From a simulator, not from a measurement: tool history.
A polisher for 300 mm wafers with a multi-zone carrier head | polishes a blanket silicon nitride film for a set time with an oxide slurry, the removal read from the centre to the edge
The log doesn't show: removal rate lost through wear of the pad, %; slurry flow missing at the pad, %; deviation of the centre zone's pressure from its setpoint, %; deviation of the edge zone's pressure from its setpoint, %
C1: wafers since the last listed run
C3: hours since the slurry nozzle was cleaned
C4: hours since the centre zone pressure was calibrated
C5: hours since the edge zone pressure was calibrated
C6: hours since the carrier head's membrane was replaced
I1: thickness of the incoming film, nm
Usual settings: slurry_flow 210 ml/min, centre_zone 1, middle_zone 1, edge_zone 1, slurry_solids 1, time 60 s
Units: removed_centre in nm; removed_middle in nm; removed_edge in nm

{"run": 1, "day": 0.0, "slurry_flow": 210, "centre_zone": 1, "middle_zone": 1, "edge_zone": 1, "slurry_solids": 0.8, "time": 60, "C1": 0, "wafers polished on this pad": 1006, "C3": 615.2, "C4": 758.9, "C5": 747.2, "C6": 690.4, "I1": 516.2, "removed_centre": 37.9, "removed_middle": 36.9, "removed_edge": 37}
{"day": 0.538, "done": "slurry nozzle cleaned"}
{"day": 0.754, "done": "worn pad replaced by a new one"}
{"run": 2, "day": 0.775, "slurry_flow": 210, "centre_zone": 1, "middle_zone": 1, "edge_zone": 1, "slurry_solids": 0.8, "time": 60, "C1": 104, "wafers polished on this pad": 3, "C3": 5.7, "C4": 777.5, "C5": 765.8, "C6": 709, "I1": 500.4, "removed_centre": 40.7, "removed_middle": 40.3, "removed_edge": 39.1}
{"run": 3, "day": 1.162, "slurry_flow": 210, "centre_zone": 1, "middle_zone": 1, "edge_zone": 1, "slurry_solids": 0.8, "time": 60, "C1": 71, "wafers polished on this pad": 75, "C3": 15, "C4": 786.8, "C5": 775.1, "C6": 718.3, "I1": 504.8, "removed_centre": 41.4, "removed_middle": 39, "removed_edge": 40.2}
{"run": 4, "day": 1.654, "slurry_flow": 210, "centre_zone": 1.08, "middle_zone": 1, "edge_zone": 1, "slurry_solids": 1, "time": 60, "C1": 90, "wafers polished on this pad": 165, "C3": 26.8, "C4": 798.6, "C5": 786.9, "C6": 730.1, "I1": 510.3, "removed_centre": 47.5, "removed_middle": 44.1, "removed_edge": 43.4}
{"run": 5, "day": 2.158, "slurry_flow": 210, "centre_zone": 1.08, "middle_zone": 1, "edge_zone": 1, "slurry_solids": 1, "time": 60, "C1": 93, "wafers polished on this pad": 258, "C3": 38.9, "C4": 810.7, "C5": 799, "C6": 742.2, "I1": 509.9, "removed_centre": 46.7, "removed_middle": 43, "removed_edge": 42.5}
{"run": 6, "day": 2.879, "slurry_flow": 210, "centre_zone": 1.08, "middle_zone": 1, "edge_zone": 1, "slurry_solids": 1, "time": 60, "C1": 132, "wafers polished on this pad": 391, "C3": 56.2, "C4": 828, "C5": 816.3, "C6": 759.5, "I1": 511.1, "removed_centre": 47.1, "removed_middle": 42.6, "removed_edge": 42.9}
{"day": 3.546, "done": "edge zone pressure recalibrated"}
{"run": 7, "day": 3.567, "slurry_flow": 210, "centre_zone": 1, "middle_zone": 1.03, "edge_zone": 1, "slurry_solids": 1, "time": 60, "C1": 111, "wafers polished on this pad": 503, "C3": 72.7, "C4": 844.5, "C5": 0.5, "C6": 776, "I1": 509.7, "removed_centre": 42, "removed_middle": 43.2, "removed_edge": 41.7}
{"day": 3.783, "done": "centre zone pressure recalibrated"}
{"day": 3.867, "done": "carrier head's membrane replaced by a new one"}
{"run": 8, "day": 3.883, "slurry_flow": 210, "centre_zone": 0.95, "middle_zone": 1, "edge_zone": 0.94, "slurry_solids": 1, "time": 60, "C1": 27, "wafers polished on this pad": 531, "C3": 80.3, "C4": 2.4, "C5": 8.1, "C6": 0.4, "I1": 514.2, "removed_centre": 41.2, "removed_middle": 42.6, "removed_edge": 40.6}
{"run": 9, "day": 4.538, "slurry_flow": 210, "centre_zone": 1, "middle_zone": 1, "edge_zone": 1.05, "slurry_solids": 1, "time": 60, "C1": 120, "wafers polished on this pad": 651, "C3": 96, "C4": 18.1, "C5": 23.8, "C6": 16.1, "I1": 513.6, "removed_centre": 41.6, "removed_middle": 41.9, "removed_edge": 41.9}
{"run": 10, "day": 5.142, "slurry_flow": 210, "centre_zone": 1, "middle_zone": 1, "edge_zone": 1, "slurry_solids": 1, "time": 60, "C1": 111, "wafers polished on this pad": 763, "C3": 110.5, "C4": 32.6, "C5": 38.3, "C6": 30.6, "I1": 511.5, "removed_centre": 42.4, "removed_middle": 41.6, "removed_edge": 42.8}
{"run": 11, "day": 5.662, "slurry_flow": 260, "centre_zone": 1, "middle_zone": 1, "edge_zone": 1, "slurry_solids": 1.25, "time": 71, "C1": 96, "wafers polished on this pad": 859, "C3": 123, "C4": 45.1, "C5": 50.8, "C6": 43.1, "I1": 516.2, "removed_centre": 56.9, "removed_middle": 56.9, "removed_edge": 53.6}
{"run": 12, "day": 6.383, "slurry_flow": 210, "centre_zone": 1, "middle_zone": 1.09, "edge_zone": 1.12, "slurry_solids": 1.15, "time": 71, "C1": 132, "wafers polished on this pad": 992, "C3": 140.3, "C4": 62.4, "C5": 68.1, "C6": 60.4, "I1": 514.3, "removed_centre": 53.3, "removed_middle": 55.8, "removed_edge": 54.2}
{"run": 13, "day": 6.883, "slurry_flow": 210, "centre_zone": 1, "middle_zone": 1, "edge_zone": 1, "slurry_solids": 1, "time": 60, "C1": 92, "wafers polished on this pad": 1084, "C3": 152.3, "C4": 74.4, "C5": 80.1, "C6": 72.4, "I1": 504.1, "removed_centre": 41.9, "removed_middle": 41.8, "removed_edge": 41.3}
{"run": 14, "day": 7.233, "slurry_flow": 210, "centre_zone": 1, "middle_zone": 1, "edge_zone": 0.93, "slurry_solids": 1, "time": 60, "C1": 64, "wafers polished on this pad": 1149, "C3": 160.7, "C4": 82.8, "C5": 88.5, "C6": 80.8, "I1": 504.8, "removed_centre": 42, "removed_middle": 41.2, "removed_edge": 40.2}
{"run": 15, "day": 7.817, "slurry_flow": 210, "centre_zone": 1.09, "middle_zone": 1, "edge_zone": 1, "slurry_solids": 1, "time": 60, "C1": 107, "wafers polished on this pad": 1256, "C3": 174.7, "C4": 96.8, "C5": 102.5, "C6": 94.8, "I1": 514.3, "removed_centre": 46.5, "removed_middle": 42.2, "removed_edge": 41.1}
{"day": 7.983, "done": "worn pad replaced by a new one"}
{"run": 16, "day": 8.133, "slurry_flow": 210, "centre_zone": 1, "middle_zone": 1, "edge_zone": 1, "slurry_solids": 1, "time": 60, "C1": 27, "wafers polished on this pad": 27, "C3": 182.3, "C4": 104.4, "C5": 110.1, "C6": 102.4, "I1": 503.9, "removed_centre": 44.9, "removed_middle": 44.6, "removed_edge": 44.5}
{"run": 17, "day": 8.783, "slurry_flow": 210, "centre_zone": 0.93, "middle_zone": 1.06, "edge_zone": 1, "slurry_solids": 0.7, "time": 45, "C1": 119, "wafers polished on this pad": 147, "C3": 197.9, "C4": 120, "C5": 125.7, "C6": 118, "I1": 518.2, "removed_centre": 25.5, "removed_middle": 28.1, "removed_edge": 26.4}
{"run": 18, "day": 9.138, "slurry_flow": 210, "centre_zone": 1, "middle_zone": 1, "edge_zone": 1, "slurry_solids": 1, "time": 60, "C1": 65, "wafers polished on this pad": 212, "C3": 206.4, "C4": 128.5, "C5": 134.2, "C6": 126.5, "I1": 504.5, "removed_centre": 44.1, "removed_middle": 43.1, "removed_edge": 43.3}
{"run": 19, "day": 9.412, "slurry_flow": 255, "centre_zone": 0.9, "middle_zone": 0.97, "edge_zone": 1.07, "slurry_solids": 1, "time": 60, "C1": 50, "wafers polished on this pad": 263, "C3": 213, "C4": 135.1, "C5": 140.8, "C6": 133.1, "I1": 506.4, "removed_centre": 40.4, "removed_middle": 43.7, "removed_edge": 45.2}
{"run": 20, "day": 10.004, "slurry_flow": 210, "centre_zone": 1, "middle_zone": 0.9, "edge_zone": 1, "slurry_solids": 1, "time": 77, "C1": 109, "wafers polished on this pad": 372, "C3": 227.2, "C4": 149.3, "C5": 155, "C6": 147.3, "I1": 510.1, "removed_centre": 54.2, "removed_middle": 50.2, "removed_edge": 54.3}
{"run": 21, "day": 10.762, "slurry_flow": 210, "centre_zone": 1, "middle_zone": 0.94, "edge_zone": 1, "slurry_solids": 1, "time": 60, "C1": 139, "wafers polished on this pad": 512, "C3": 245.4, "C4": 167.5, "C5": 173.2, "C6": 165.5, "I1": 507.1, "removed_centre": 43.5, "removed_middle": 40.7, "removed_edge": 42.5}

5 ways to go on from here, each from the tool as it stands after run 21. What would each give?
{"run": "A", "day": 10.779, "slurry_flow": 210, "centre_zone": 1, "middle_zone": 1, "edge_zone": 1, "slurry_solids": 1, "time": 60, "C1": 3, "wafers polished on this pad": 515, "C3": 245.8, "C4": 167.9, "C5": 173.6, "C6": 165.9, "I1": 504.6, "removed_centre": "?", "removed_middle": "?", "removed_edge": "?"}
{"run": "B", "day": 10.779, "slurry_flow": 210, "centre_zone": 0.92, "middle_zone": 1, "edge_zone": 1, "slurry_solids": 1, "time": 60, "C1": 3, "wafers polished on this pad": 515, "C3": 245.8, "C4": 167.9, "C5": 173.6, "C6": 165.9, "I1": 504.6, "removed_centre": "?", "removed_middle": "?", "removed_edge": "?"}
{"run": "C", "day": 10.779, "slurry_flow": 210, "centre_zone": 1, "middle_zone": 0.93, "edge_zone": 1.12, "slurry_solids": 1.15, "time": 60, "C1": 3, "wafers polished on this pad": 515, "C3": 245.8, "C4": 167.9, "C5": 173.6, "C6": 165.9, "I1": 504.6, "removed_centre": "?", "removed_middle": "?", "removed_edge": "?"}
{"run": "D", "day": 10.779, "slurry_flow": 210, "centre_zone": 1.07, "middle_zone": 0.92, "edge_zone": 1, "slurry_solids": 1, "time": 60, "C1": 3, "wafers polished on this pad": 515, "C3": 245.8, "C4": 167.9, "C5": 173.6, "C6": 165.9, "I1": 504.6, "removed_centre": "?", "removed_middle": "?", "removed_edge": "?"}
{"run": "E", "day": 10.779, "slurry_flow": 280, "centre_zone": 1.07, "middle_zone": 1.11, "edge_zone": 1, "slurry_solids": 0.85, "time": 60, "C1": 3, "wafers polished on this pad": 515, "C3": 245.8, "C4": 167.9, "C5": 173.6, "C6": 165.9, "I1": 504.6, "removed_centre": "?", "removed_middle": "?", "removed_edge": "?"}

run=A removed_centre=44.1 removed_middle=42.6 removed_edge=42.3
run=B removed_centre=40.6 removed_middle=42.6 removed_edge=42.3
run=C removed_centre=47.1 removed_middle=43.3 removed_edge=47.7
run=D removed_centre=47.2 removed_middle=40.3 removed_edge=42.3
run=E removed_centre=45 removed_middle=43.4 removed_edge=39.7
Without the tool's hidden state the same runs would have given:
run=A removed_centre=47.2 removed_middle=45.6 removed_edge=45.2
run=B removed_centre=43.4 removed_middle=45.6 removed_edge=45.2
run=C removed_centre=50.4 removed_middle=46.3 removed_edge=51
run=D removed_centre=50.5 removed_middle=43.1 removed_edge=45.3
run=E removed_centre=48.1 removed_middle=46.5 removed_edge=42.5
